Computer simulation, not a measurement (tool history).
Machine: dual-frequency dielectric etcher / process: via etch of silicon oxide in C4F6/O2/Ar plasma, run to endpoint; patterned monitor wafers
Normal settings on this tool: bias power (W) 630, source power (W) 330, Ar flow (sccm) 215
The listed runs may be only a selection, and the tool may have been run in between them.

run,hour,bias power (W),source power (W),Ar flow (sccm),wafers since the last listed run,hours since the last wet clean,hours since the last bias power generator calibration,hours since the last source power generator calibration,hours since the last Ar flow controller change,hours since the last upper electrode change,"incoming incoming film thickness, nm",endpoint time (s)
1,0.0,630,330,215,0,7.2,1450.9,223.4,3430.4,2249.5,73.4,14.1
2,60.0,630,330,215,538,67.2,1510.9,283.4,3490.4,2309.5,72.1,13.8
3,86.1,630,280,215,234,93.3,1537.0,309.5,3516.5,2335.6,74.1,15.5
4,117.0,630,330,232,277,124.2,1567.9,340.4,3547.4,2366.5,73.4,14.2
5,168.5,739,350,162,462,175.7,1619.4,391.9,3598.9,2418.0,73.2,12.1
# hour 225.5: Ar flow controller replaced
6,227.6,761,350,249,476,234.8,1678.5,451.0,2.1,2477.1,73.2,12.9
7,264.0,630,360,169,326,271.2,1714.9,487.4,38.5,2513.5,72.6,12.8
8,324.5,746,370,182,543,331.7,1775.4,547.9,99.0,2574.0,73.3,12.0
9,376.5,678,390,201,466,383.7,1827.4,599.9,151.0,2626.0,72.2,12.2
10,407.9,544,330,215,281,415.1,1858.8,631.3,182.4,2657.4,72.0,14.6
11,477.5,630,290,215,624,484.7,1928.4,700.9,252.0,2727.0,72.3,14.7
12,506.6,743,370,178,261,513.8,1957.5,730.0,281.1,2756.1,72.7,11.9
13,568.4,487,260,262,554,575.6,2019.3,791.8,342.9,2817.9,73.4,18.3
# hour 580.1: bias power generator calibrated
# hour 607.0: wet clean of the chamber
14,607.5,525,330,200,99,0.5,27.4,830.9,382.0,2857.0,72.5,15.2
15,657.5,630,380,235,448,50.5,77.4,880.9,432.0,2907.0,73.0,13.8
# hour 703.8: upper electrode replaced
16,704.3,519,330,215,204,97.3,124.2,927.7,478.8,0.5,73.0,15.3
17,729.1,563,330,215,222,122.1,149.0,952.5,503.6,25.3,73.0,15.0
18,798.3,630,330,232,621,191.3,218.2,1021.7,572.8,94.5,72.9,14.5
19,826.3,630,360,169,251,219.3,246.2,1049.7,600.8,122.5,72.6,13.0
20,865.3,630,330,215,350,258.3,285.2,1088.7,639.8,161.5,72.6,14.3
21,936.6,572,280,215,640,329.6,356.5,1160.0,711.1,232.8,72.6,16.1
22,980.7,726,370,215,395,373.7,400.6,1204.1,755.2,276.9,71.9,12.6
23,1014.9,767,310,179,306,407.9,434.8,1238.3,789.4,311.1,73.6,13.2
24,1063.9,519,330,215,439,456.9,483.8,1287.3,838.4,360.1,73.0,15.3
25,1119.9,529,300,201,502,512.9,539.8,1343.3,894.4,416.1,71.5,15.4
# hour 1179.0: wet clean of the chamber
26,1179.5,630,400,241,319,0.5,599.4,1402.9,954.0,475.7,72.6,13.2
27,1211.6,763,330,215,288,32.6,631.5,1435.0,986.1,507.8,72.9,13.1
28,1263.1,515,280,174,462,84.1,683.0,1486.5,1037.6,559.3,72.5,16.0

5 options for the next run, each taken on its own from the tool as it stands now. Forecast them:
A,1263.5,630,330,215,3,84.5,683.4,1486.9,1038.0,559.7,72.7,?
B,1263.5,630,330,166,3,84.5,683.4,1486.9,1038.0,559.7,72.7,?
C,1263.5,630,290,169,3,84.5,683.4,1486.9,1038.0,559.7,72.7,?
D,1263.5,630,370,215,3,84.5,683.4,1486.9,1038.0,559.7,72.7,?
E,1263.5,766,330,165,3,84.5,683.4,1486.9,1038.0,559.7,72.7,?

run,endpoint time (s)
A,14.1
B,13.4
C,14.3
D,13.3
E,12.3
With the hidden condition removed and each run's random variation left untouched, the same runs would have given:
run,endpoint time (s)
A,14.1
B,13.4
C,14.4
D,13.4
E,12.4
